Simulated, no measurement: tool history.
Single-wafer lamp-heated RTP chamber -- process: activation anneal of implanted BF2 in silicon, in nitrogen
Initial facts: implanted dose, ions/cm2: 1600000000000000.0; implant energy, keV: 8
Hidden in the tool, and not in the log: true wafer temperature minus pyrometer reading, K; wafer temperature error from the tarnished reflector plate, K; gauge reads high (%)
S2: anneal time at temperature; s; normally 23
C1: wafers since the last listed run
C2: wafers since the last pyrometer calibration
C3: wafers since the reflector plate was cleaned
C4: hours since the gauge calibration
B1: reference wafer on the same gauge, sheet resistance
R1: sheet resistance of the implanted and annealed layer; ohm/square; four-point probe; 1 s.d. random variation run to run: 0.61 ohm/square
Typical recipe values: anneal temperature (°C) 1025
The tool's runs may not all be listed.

Run 1, hour 0: usual settings; C1 0; C2 3103; C3 8656; C4 26.2; B1 213.06. Result: R1 175.38 ohm/square.
At hour 77: pyrometer window cleaned and pyrometer calibrated.
Run 2, hour 104.8: usual settings; C1 981; C2 281; C3 9637; C4 131; B1 212.88. Result: R1 173.83 ohm/square.
Run 3, hour 158.6: usual settings; C1 545; C2 826; C3 10183; C4 184.8; B1 212.87. Result: R1 174.02 ohm/square.
Run 4, hour 216.3: usual settings; C1 584; C2 1411; C3 10768; C4 242.5; B1 213.07. Result: R1 173.64 ohm/square.
Run 5, hour 291.6: usual settings; C1 763; C2 2174; C3 11531; C4 317.8; B1 213. Result: R1 172.87 ohm/square.
At hour 377.3: reflector plate cleaned.
Run 6, hour 396.2: usual settings but anneal temperature (°C) 1037; C1 979; C2 3154; C3 191; C4 422.4; B1 212.99. Result: R1 165.44 ohm/square.
At hour 488.6: pyrometer window cleaned and pyrometer calibrated.
Run 7, hour 500.4: usual settings but S2 14 s; C1 975; C2 119; C3 1166; C4 526.6; B1 212.99. Result: R1 210.78 ohm/square.
Run 8, hour 556.8: usual settings but anneal temperature (°C) 1011; C1 571; C2 691; C3 1737; C4 583; B1 212.93. Result: R1 206.66 ohm/square.
Run 9, hour 595.8: usual settings but anneal temperature (°C) 1033, S2 16 s; C1 395; C2 1086; C3 2133; C4 622; B1 212.93. Result: R1 184.71 ohm/square.
Run 10, hour 659.6: usual settings; C1 646; C2 1733; C3 2779; C4 685.8; B1 212.96. Result: R1 178.41 ohm/square.
At hour 669.5: gauge calibrated.
Run 11, hour 719.1: usual settings but anneal temperature (°C) 1010, S2 19 s; C1 603; C2 2336; C3 3383; C4 49.6; B1 212.98. Result: R1 220.24 ohm/square.
Run 12, hour 771.8: usual settings but anneal temperature (°C) 1053, S2 30 s; C1 534; C2 2870; C3 3917; C4 102.3; B1 213.08. Result: R1 135.74 ohm/square.
Run 13, hour 866.9: usual settings; C1 963; C2 3834; C3 4881; C4 197.4; B1 213.01. Result: R1 178.08 ohm/square.
At hour 891.8: pyrometer window cleaned and pyrometer calibrated.
Run 14, hour 921.5: usual settings but anneal temperature (°C) 1036; C1 472; C2 301; C3 5353; C4 252; B1 212.85. Result: R1 162.19 ohm/square.
Run 15, hour 1017.1: usual settings but anneal temperature (°C) 1017, S2 33 s; C1 969; C2 1270; C3 6322; C4 347.6; B1 212.93. Result: R1 169.75 ohm/square.
Run 16, hour 1054.9: usual settings but anneal temperature (°C) 1049, S2 15 s; C1 383; C2 1653; C3 6705; C4 385.4; B1 212.97. Result: R1 159.64 ohm/square.
Run 17, hour 1129.6: usual settings but anneal temperature (°C) 1039, S2 19 s; C1 757; C2 2410; C3 7462; C4 460.1; B1 212.94. Result: R1 164.63 ohm/square.

4 options for the next run, each taken on its own from the tool as it stands now. Forecast them:
Run A, hour 1130: usual settings but S2 12 s; C1 4; C2 2414; C3 7466; C4 460.5; B1 ?. Result: R1 ?.
Run B, hour 1130: usual settings but anneal temperature (°C) 1038, S2 10 s; C1 4; C2 2414; C3 7466; C4 460.5; B1 ?. Result: R1 ?.
Run C, hour 1130: usual settings but anneal temperature (°C) 1006, S2 31 s; C1 4; C2 2414; C3 7466; C4 460.5; B1 ?. Result: R1 ?.
Run D, hour 1130: usual settings but anneal temperature (°C) 1011, S2 13 s; C1 4; C2 2414; C3 7466; C4 460.5; B1 ?. Result: R1 ?.

run      B1      R1
  A  213.11  213.43
  B  213.11  196.17
  C  213.11  193.75
  D  213.11   242.3
With no hidden state in the tool, these same runs would have given:
run      R1
  A   222.7
  B   204.2
  C  203.21
  D  252.68
